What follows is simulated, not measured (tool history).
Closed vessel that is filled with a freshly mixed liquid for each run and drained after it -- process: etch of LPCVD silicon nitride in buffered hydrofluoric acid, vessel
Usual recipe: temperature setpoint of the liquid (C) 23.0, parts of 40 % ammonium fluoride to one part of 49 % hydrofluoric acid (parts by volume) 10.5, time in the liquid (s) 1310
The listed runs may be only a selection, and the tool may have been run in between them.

| run | hour | temperature setpoint of the liquid (C) | parts of 40 % ammonium fluoride to one part of 49 % hydrofluoric acid (parts by volume) | time in the liquid (s) | wafers since the last listed run | hours since the thermometer was replaced | hours since the hydrofluoric acid flow meter was replaced | hours since the gauge calibration | read-back film thickness of the LPCVD silicon nitride reference wafer, read on the same gauge (nm) | thickness taken off the LPCVD silicon nitride on a monitor wafer (angstrom) |
|---|---|---|---|---|---|---|---|---|---|---|
| 1 | 0.0 | 23.0 | 10.5 | 1310 | 0 | 1299.6 | 1920.5 | 516.8 | 120.01 | 151.1 |
| 2 | 8.7 | 23.0 | 10.5 | 730 | 430 | 1308.3 | 1929.2 | 525.5 | 119.97 | 84.8 |
| 3 | 18.7 | 21.0 | 7.5 | 1310 | 495 | 1318.3 | 1939.2 | 535.5 | 119.99 | 181.8 |
| 4 | 25.2 | 21.0 | 7.5 | 1310 | 321 | 1324.8 | 1945.7 | 542.0 | 120.01 | 183.1 |
| 5 | 31.2 | 23.0 | 10.5 | 1310 | 297 | 1330.8 | 1951.7 | 548.0 | 119.99 | 149.8 |
|  | 34.4 | thermometer replaced |
| 6 | 43.2 | 23.0 | 10.5 | 1310 | 544 | 8.8 | 1963.7 | 560.0 | 120.01 | 171.9 |
| 7 | 60.8 | 23.0 | 12.5 | 1310 | 871 | 26.4 | 1981.3 | 577.6 | 120.00 | 145.3 |
| 8 | 76.9 | 23.0 | 12.5 | 1310 | 797 | 42.5 | 1997.4 | 593.7 | 120.02 | 142.6 |
| 9 | 85.5 | 23.0 | 10.5 | 1310 | 425 | 51.1 | 2006.0 | 602.3 | 120.02 | 170.1 |
|  | 91.7 | gauge calibrated |
| 10 | 103.1 | 23.0 | 10.5 | 1310 | 871 | 68.7 | 2023.6 | 11.4 | 120.02 | 168.4 |
|  | 109.7 | hydrofluoric acid flow meter replaced |
| 11 | 117.3 | 23.0 | 10.5 | 1310 | 653 | 82.9 | 7.6 | 25.6 | 120.00 | 193.6 |
| 12 | 134.3 | 25.0 | 12.5 | 2055 | 841 | 99.9 | 24.6 | 42.6 | 120.02 | 279.0 |
| 13 | 146.4 | 23.0 | 9.5 | 855 | 599 | 112.0 | 36.7 | 54.7 | 120.02 | 136.4 |
| 14 | 154.1 | 23.0 | 10.5 | 1695 | 381 | 119.7 | 44.4 | 62.4 | 120.02 | 248.4 |
| 15 | 171.2 | 27.5 | 14.5 | 815 | 846 | 136.8 | 61.5 | 79.5 | 120.01 | 110.1 |
| 16 | 185.7 | 23.0 | 10.5 | 1310 | 718 | 151.3 | 76.0 | 94.0 | 120.02 | 189.6 |
| 17 | 199.1 | 18.5 | 10.5 | 1310 | 663 | 164.7 | 89.4 | 107.4 | 120.00 | 147.7 |
| 18 | 208.1 | 23.0 | 10.5 | 1310 | 445 | 173.7 | 98.4 | 116.4 | 119.98 | 188.1 |
| 19 | 216.3 | 23.0 | 10.5 | 1795 | 406 | 181.9 | 106.6 | 124.6 | 119.99 | 262.6 |
| 20 | 225.5 | 19.0 | 7.0 | 1075 | 455 | 191.1 | 115.8 | 133.8 | 119.99 | 183.8 |
| 21 | 235.3 | 23.0 | 10.5 | 1310 | 485 | 200.9 | 125.6 | 143.6 | 119.99 | 189.1 |
| 22 | 249.3 | 23.0 | 10.5 | 1310 | 693 | 214.9 | 139.6 | 157.6 | 119.99 | 189.8 |
| 23 | 301.0 | 19.0 | 7.0 | 1075 | 2560 | 266.6 | 191.3 | 209.3 | 120.01 | 181.6 |
| 24 | 310.9 | 23.0 | 10.5 | 1310 | 490 | 276.5 | 201.2 | 219.2 | 120.01 | 187.1 |
| 25 | 318.1 | 27.0 | 8.0 | 905 | 356 | 283.7 | 208.4 | 226.4 | 119.98 | 200.3 |
| 26 | 333.3 | 19.5 | 10.5 | 755 | 752 | 298.9 | 223.6 | 241.6 | 120.01 | 88.1 |
| 27 | 344.7 | 26.5 | 10.5 | 1310 | 564 | 310.3 | 235.0 | 253.0 | 119.96 | 225.8 |
| 28 | 362.1 | 25.5 | 10.5 | 1750 | 861 | 327.7 | 252.4 | 270.4 | 120.01 | 284.5 |
| 29 | 378.3 | 21.0 | 10.5 | 1310 | 802 | 343.9 | 268.6 | 286.6 | 119.99 | 164.3 |
| 30 | 392.9 | 18.5 | 10.5 | 1310 | 723 | 358.5 | 283.2 | 301.2 | 120.01 | 142.1 |
| 31 | 405.5 | 23.0 | 10.5 | 1310 | 624 | 371.1 | 295.8 | 313.8 | 120.03 | 181.7 |
| 32 | 417.3 | 23.0 | 10.5 | 2090 | 584 | 382.9 | 307.6 | 325.6 | 120.01 | 294.6 |

For each run, what was the tool's unlogged condition?
gauge reads high (%): 0 on each run
H1: liquid colder than its thermometer reads (K)
H2: hydrofluoric acid flow below the setpoint (%)
| run | H1 | H2 |
|---|---|---|
| 1 | 2.6 | 12 |
| 2 | 2.61 | 12 |
| 3 | 2.63 | 12.1 |
| 4 | 2.64 | 12.1 |
| 5 | 2.66 | 12.1 |
| 6 | 0.496 | 12.2 |
| 7 | 0.529 | 12.3 |
| 8 | 0.559 | 12.4 |
| 9 | 0.575 | 12.5 |
| 10 | 0.609 | 12.6 |
| 11 | 0.635 | 0.286 |
| 12 | 0.667 | 0.386 |
| 13 | 0.69 | 0.457 |
| 14 | 0.705 | 0.503 |
| 15 | 0.737 | 0.603 |
| 16 | 0.764 | 0.689 |
| 17 | 0.789 | 0.768 |
| 18 | 0.806 | 0.821 |
| 19 | 0.822 | 0.869 |
| 20 | 0.839 | 0.923 |
| 21 | 0.858 | 0.981 |
| 22 | 0.884 | 1.06 |
| 23 | 0.981 | 1.37 |
| 24 | 1 | 1.43 |
| 25 | 1.01 | 1.47 |
| 26 | 1.04 | 1.56 |
| 27 | 1.06 | 1.62 |
| 28 | 1.1 | 1.73 |
| 29 | 1.13 | 1.82 |
| 30 | 1.15 | 1.91 |
| 31 | 1.18 | 1.98 |
| 32 | 1.2 | 2.05 |
